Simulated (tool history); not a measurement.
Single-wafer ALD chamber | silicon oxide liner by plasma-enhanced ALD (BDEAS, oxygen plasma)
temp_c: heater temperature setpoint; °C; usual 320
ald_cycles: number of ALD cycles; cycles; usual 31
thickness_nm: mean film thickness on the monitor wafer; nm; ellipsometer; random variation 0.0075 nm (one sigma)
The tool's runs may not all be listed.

run      day  temp_c  ald_cycles  wafers since the last listed run  hours since the last thermocouple change  hours since the gauge calibration  read-back reference wafer on the same gauge, thickness_nm  thickness_nm
  1        0     320          35                                 0                                     895.4                             1862.7                                                       3.24         3.377
  2    2.729     320          31                               875                                     960.9                             1928.2                                                      3.238          2.98
  3    5.958     320          31                              1036                                    1038.4                             2005.7                                                       3.24          2.98
  4    7.875     320          31                               615                                    1084.4                             2051.7                                                       3.24         2.991
  5   11.638     320          31                              1207                                    1174.7                               2142                                                       3.24         2.975
  6   15.217     320          31                              1148                                    1260.6                             2227.9                                                      3.239         2.989
  7   17.333     320          31                               679                                    1311.4                             2278.7                                                       3.24          2.98
  8   19.088     320          31                               562                                    1353.5                             2320.8                                                      3.243         2.983
  9   22.096     320          31                               965                                    1425.7                               2393                                                      3.241             3
 10   24.462     311          31                               759                                    1482.5                             2449.8                                                      3.242         3.019
 11   27.838     311          31                              1082                                    1563.5                             2530.8                                                      3.238         3.011
 12     30.8     311          31                               950                                    1634.6                             2601.9                                                      3.242          3.02
 13   34.333     314          31                              1133                                    1719.4                             2686.7                                                      3.239         3.008
 14   36.783     314          31                               786                                    1778.2                             2745.5                                                       3.24         3.014
 15   39.104     314          31                               744                                    1833.9                             2801.2                                                       3.24         3.014
      40.054  -- thermocouple changed; heater temperature recalibrated
 16   42.692     320          27                              1044                                      63.3                             2887.3                                                      3.237         2.603
 17   47.088     320          27                              1410                                     168.8                             2992.8                                                       3.24         2.606
 18   50.488     320          31                              1090                                     250.4                             3074.4                                                      3.241         2.989
 19   53.317     320          31                               907                                     318.3                             3142.3                                                      3.238         2.984
 20   57.117     320          31                              1219                                     409.5                             3233.5                                                      3.239         2.992
 21       59     320          31                               604                                     454.7                             3278.7                                                      3.239         2.996
 22   61.396     333          28                               768                                     512.2                             3336.2                                                      3.238         2.654
      63.492  -- gauge calibrated
 23     65.1     334          36                              1188                                     601.1                               38.6                                                      3.238         3.412
 24   69.354     324          34                              1365                                     703.2                              140.7                                                      3.239         3.269
 25   73.729     326          29                              1403                                     808.2                              245.7                                                       3.24         2.775
 26   77.262     325          26                              1133                                       893                              330.5                                                      3.239         2.498
 27   80.958     320          31                              1185                                     981.7                              419.2                                                      3.241         2.995
 28   83.412     330          37                               787                                    1040.6                              478.1                                                      3.239         3.518
 29   85.942     334          31                               811                                    1101.3                              538.8                                                       3.24         2.936
 30   90.246     320          33                              1381                                    1204.6                              642.1                                                      3.239         3.173
 31   93.254     309          28                               965                                    1276.8                              714.3                                                      3.239         2.734
 32   96.517     332          25                              1046                                    1355.1                              792.6                                                       3.24         2.369
 33  100.733     334          31                              1353                                    1456.3                              893.8                                                       3.24         2.927
 34  104.392     333          28                              1173                                    1544.1                              981.6                                                       3.24          2.65
 35  108.467     320          31                              1307                                    1641.9                             1079.4                                                       3.24         2.986
 36  111.696     320          37                              1036                                    1719.4                             1156.9                                                       3.24          3.57
 37  114.354     330          37                               853                                    1783.2                             1220.7                                                      3.241         3.514
 38  118.179     312          28                              1227                                      1875                             1312.5                                                       3.24         2.725
 39  120.658     320          31                               795                                    1934.5                               1372                                                      3.241         2.998
 40  123.817     331          25                              1013                                    2010.3                             1447.8                                                       3.24         2.385
     125.596  -- thermocouple changed; heater temperature recalibrated
 41    128.3     327          34                              1331                                      64.9                             1555.4                                                      3.241         3.252

5 ways to go on from here, each from the tool as it stands after run 41. What would each give?
  A  128.317     320          31                                 5                                      65.3                             1555.8                                                          ?             ?
  B  128.317     331          27                                 5                                      65.3                             1555.8                                                          ?             ?
  C  128.317     310          31                                 5                                      65.3                             1555.8                                                          ?             ?
  D  128.317     326          37                                 5                                      65.3                             1555.8                                                          ?             ?
  E  128.317     320          34                                 5                                      65.3                             1555.8                                                          ?             ?

run  read-back reference wafer on the same gauge, thickness_nm  thickness_nm
  A                                                       3.24          2.99
  B                                                       3.24         2.568
  C                                                       3.24         3.028
  D                                                       3.24         3.542
  E                                                       3.24          3.28
Without the tool's hidden state the same runs would have given:
run  thickness_nm
  A          2.99
  B         2.568
  C         3.028
  D         3.542
  E          3.28
